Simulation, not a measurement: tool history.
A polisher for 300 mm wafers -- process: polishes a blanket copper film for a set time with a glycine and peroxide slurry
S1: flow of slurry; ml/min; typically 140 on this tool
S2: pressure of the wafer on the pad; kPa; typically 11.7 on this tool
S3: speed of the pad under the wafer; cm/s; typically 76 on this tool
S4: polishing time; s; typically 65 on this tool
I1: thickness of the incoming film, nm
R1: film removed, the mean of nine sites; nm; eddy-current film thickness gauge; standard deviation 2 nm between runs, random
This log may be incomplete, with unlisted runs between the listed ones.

{"run": 1, "hour": 0.0, "S1": 140, "S2": 11.7, "S3": 76, "S4": 47, "I1": 2357.7, "R1": 128.8}
{"run": 2, "hour": 12.5, "S1": 140, "S2": 11.7, "S3": 76, "S4": 47, "I1": 2313.5, "R1": 128.9}
{"run": 3, "hour": 22.0, "S1": 140, "S2": 11.7, "S3": 76, "S4": 65, "I1": 2364.7, "R1": 176.3}
{"run": 4, "hour": 34.4, "S1": 140, "S2": 11.7, "S3": 76, "S4": 80, "I1": 2393.1, "R1": 213.3}
{"hour": 39.5, "done": "worn pad replaced by a new one"}
{"run": 5, "hour": 40.5, "S1": 140, "S2": 11.7, "S3": 76, "S4": 80, "I1": 2372.0, "R1": 233.4}
{"run": 6, "hour": 56.1, "S1": 140, "S2": 11.7, "S3": 76, "S4": 80, "I1": 2372.6, "R1": 223.7}
{"run": 7, "hour": 63.0, "S1": 140, "S2": 11.7, "S3": 88, "S4": 65, "I1": 2378.9, "R1": 198.9}
{"run": 8, "hour": 78.6, "S1": 140, "S2": 11.7, "S3": 88, "S4": 65, "I1": 2362.8, "R1": 198.8}
{"run": 9, "hour": 88.1, "S1": 140, "S2": 11.7, "S3": 88, "S4": 65, "I1": 2361.0, "R1": 195.5}
{"run": 10, "hour": 96.6, "S1": 140, "S2": 11.7, "S3": 76, "S4": 65, "I1": 2327.7, "R1": 177.5}
{"hour": 106.8, "done": "worn pad replaced by a new one"}
{"run": 11, "hour": 114.3, "S1": 140, "S2": 11.7, "S3": 76, "S4": 65, "I1": 2357.6, "R1": 164.1}
{"run": 12, "hour": 122.8, "S1": 140, "S2": 11.7, "S3": 76, "S4": 65, "I1": 2362.3, "R1": 166.4}
{"run": 13, "hour": 138.2, "S1": 140, "S2": 11.7, "S3": 76, "S4": 65, "I1": 2321.2, "R1": 157.9}
{"run": 14, "hour": 149.2, "S1": 140, "S2": 11.7, "S3": 76, "S4": 80, "I1": 2338.2, "R1": 193.5}
{"hour": 159.1, "done": "worn pad replaced by a new one, repeated, since the last time left the tool worse"}
{"run": 15, "hour": 161.7, "S1": 140, "S2": 9.7, "S3": 76, "S4": 65, "I1": 2378.1, "R1": 164.0}
{"hour": 169.3, "done": "head pressure recalibrated"}
{"run": 16, "hour": 173.6, "S1": 140, "S2": 15.2, "S3": 68, "S4": 65, "I1": 2353.5, "R1": 204.9}
{"run": 17, "hour": 184.7, "S1": 140, "S2": 13.8, "S3": 76, "S4": 65, "I1": 2367.7, "R1": 202.3}
{"run": 18, "hour": 195.1, "S1": 100, "S2": 11.7, "S3": 68, "S4": 56, "I1": 2348.6, "R1": 137.1}
{"run": 19, "hour": 204.1, "S1": 140, "S2": 11.7, "S3": 76, "S4": 65, "I1": 2358.3, "R1": 176.9}
{"run": 20, "hour": 217.2, "S1": 140, "S2": 14.5, "S3": 92, "S4": 65, "I1": 2386.0, "R1": 237.4}
{"run": 21, "hour": 230.2, "S1": 140, "S2": 11.7, "S3": 76, "S4": 65, "I1": 2340.1, "R1": 178.1}
{"hour": 234.9, "done": "slurry nozzle cleaned"}
{"hour": 235.4, "done": "worn pad replaced by a new one"}
{"run": 22, "hour": 281.0, "S1": 140, "S2": 9.7, "S3": 76, "S4": 79, "I1": 2371.5, "R1": 188.8}
{"run": 23, "hour": 290.9, "S1": 95, "S2": 11.7, "S3": 58, "S4": 65, "I1": 2329.3, "R1": 143.2}
{"run": 24, "hour": 302.6, "S1": 170, "S2": 11.7, "S3": 76, "S4": 80, "I1": 2392.8, "R1": 225.1}
{"hour": 311.2, "done": "worn pad replaced by a new one"}
{"run": 25, "hour": 318.6, "S1": 175, "S2": 9.0, "S3": 90, "S4": 48, "I1": 2409.7, "R1": 130.1}

Forecast each of these 5 alternatives for the next run:
{"run": "A", "hour": 319.0, "S1": 140, "S2": 11.7, "S3": 66, "S4": 65, "I1": 2350.8, "R1": "?"}
{"run": "B", "hour": 319.0, "S1": 140, "S2": 11.7, "S3": 100, "S4": 65, "I1": 2350.8, "R1": "?"}
{"run": "C", "hour": 319.0, "S1": 155, "S2": 13.1, "S3": 84, "S4": 65, "I1": 2350.8, "R1": "?"}
{"run": "D", "hour": 319.0, "S1": 165, "S2": 13.1, "S3": 54, "S4": 52, "I1": 2350.8, "R1": "?"}
{"run": "E", "hour": 319.0, "S1": 95, "S2": 15.2, "S3": 54, "S4": 71, "I1": 2350.8, "R1": "?"}

run=A R1=171.7
run=B R1=223.6
run=C R1=218.9
run=D R1=134.8
run=E R1=185.8
Stripped of hidden state, with their random variation kept, the same runs would have yielded:
run=A R1=174.5
run=B R1=227.3
run=C R1=222.5
run=D R1=137.0
run=E R1=188.8
